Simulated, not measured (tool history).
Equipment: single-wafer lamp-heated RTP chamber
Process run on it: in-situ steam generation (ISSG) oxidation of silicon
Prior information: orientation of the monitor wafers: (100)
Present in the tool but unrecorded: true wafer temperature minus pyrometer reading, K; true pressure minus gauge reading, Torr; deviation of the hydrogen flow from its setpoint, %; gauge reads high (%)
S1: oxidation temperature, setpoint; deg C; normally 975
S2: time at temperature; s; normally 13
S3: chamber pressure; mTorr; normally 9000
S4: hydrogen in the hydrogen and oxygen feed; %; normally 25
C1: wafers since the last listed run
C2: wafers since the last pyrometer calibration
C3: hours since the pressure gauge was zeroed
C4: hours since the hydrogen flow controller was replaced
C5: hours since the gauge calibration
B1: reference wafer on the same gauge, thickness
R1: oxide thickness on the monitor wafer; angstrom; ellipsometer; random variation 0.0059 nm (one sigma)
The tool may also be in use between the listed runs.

run	hour	S1	S2	S3	S4	C1	C2	C3	C4	C5	B1	R1
1	0.0	975	13	9000	25	0	694	3333.8	3234.1	283.6	3.959	39.58
2	49.9	975	13	9000	25	677	1371	3383.7	3284.0	333.5	3.959	39.61
3	98.9	975	13	9000	25	665	2037	3432.7	3333.0	382.5	3.960	39.69
4	157.3	975	13	9000	25	793	2831	3491.1	3391.4	440.9	3.960	39.64
5	288.1	975	13	9000	25	1777	4608	3621.9	3522.2	571.7	3.959	39.98
6	347.1	975	13	10000	25	801	5409	3680.9	3581.2	630.7	3.962	39.24
# hour 388.1: pyrometer window cleaned and pyrometer calibrated
7	388.6	975	13	10000	25	455	6	3722.4	3622.7	672.2	3.961	38.85
8	429.0	975	13	10000	25	548	555	3762.8	3663.1	712.6	3.960	38.91
9	476.7	975	15	8500	25	648	1203	3810.5	3710.8	760.3	3.958	42.21
10	516.0	975	15	8500	25	533	1737	3849.8	3750.1	799.6	3.959	42.34
# hour 530.5: pressure gauge zeroed
11	605.1	975	13	9000	25	1101	2838	74.6	3839.2	888.7	3.960	39.68
12	644.3	975	13	9000	25	532	3371	113.8	3878.4	927.9	3.960	39.79
13	677.7	975	13	9000	25	453	3825	147.2	3911.8	961.3	3.959	39.97
14	732.7	966	9	10100	28	747	4572	202.2	3966.8	1016.3	3.961	33.97
15	783.9	975	15	8100	25	695	5268	253.4	4018.0	1067.5	3.961	42.80
# hour 837.1: gauge calibrated
# hour 838.5: pyrometer window cleaned and pyrometer calibrated
16	839.0	975	13	9000	20	639	7	308.5	4073.1	1.9	3.958	37.61
17	870.0	975	13	9000	25	421	428	339.5	4104.1	32.9	3.962	39.65
18	913.5	959	13	9000	32	590	1019	383.0	4147.6	76.4	3.960	40.36
# hour 945.8: hydrogen flow controller replaced
19	967.8	975	13	10200	17	629	1648	437.3	22.0	130.7	3.961	35.48
20	1009.7	975	13	9000	25	569	2217	479.2	63.9	172.6	3.959	39.70
21	1066.0	975	13	9000	25	764	2982	535.5	120.2	228.9	3.960	39.73
22	1103.0	993	13	9000	32	502	3485	572.5	157.2	265.9	3.959	44.87
23	1171.2	975	13	9000	19	926	4411	640.7	225.4	334.1	3.960	37.31
24	1229.0	966	10	8300	21	785	5197	698.5	283.2	391.9	3.960	33.90
25	1282.4	963	10	7900	28	725	5922	751.9	336.6	445.3	3.959	36.61
26	1323.2	975	13	9000	25	554	6476	792.7	377.4	486.1	3.959	40.26

What would each run have given without the hidden state, its run-to-run variation left as it was?
run	R1
1	39.54
2	39.56
3	39.61
4	39.51
5	39.68
6	38.84
7	38.84
8	38.90
9	42.18
10	42.29
11	39.56
12	39.63
13	39.76
14	33.77
15	42.37
16	37.60
17	39.64
18	40.34
19	35.44
20	39.62
21	39.60
22	44.64
23	37.06
24	33.64
25	36.24
26	39.68
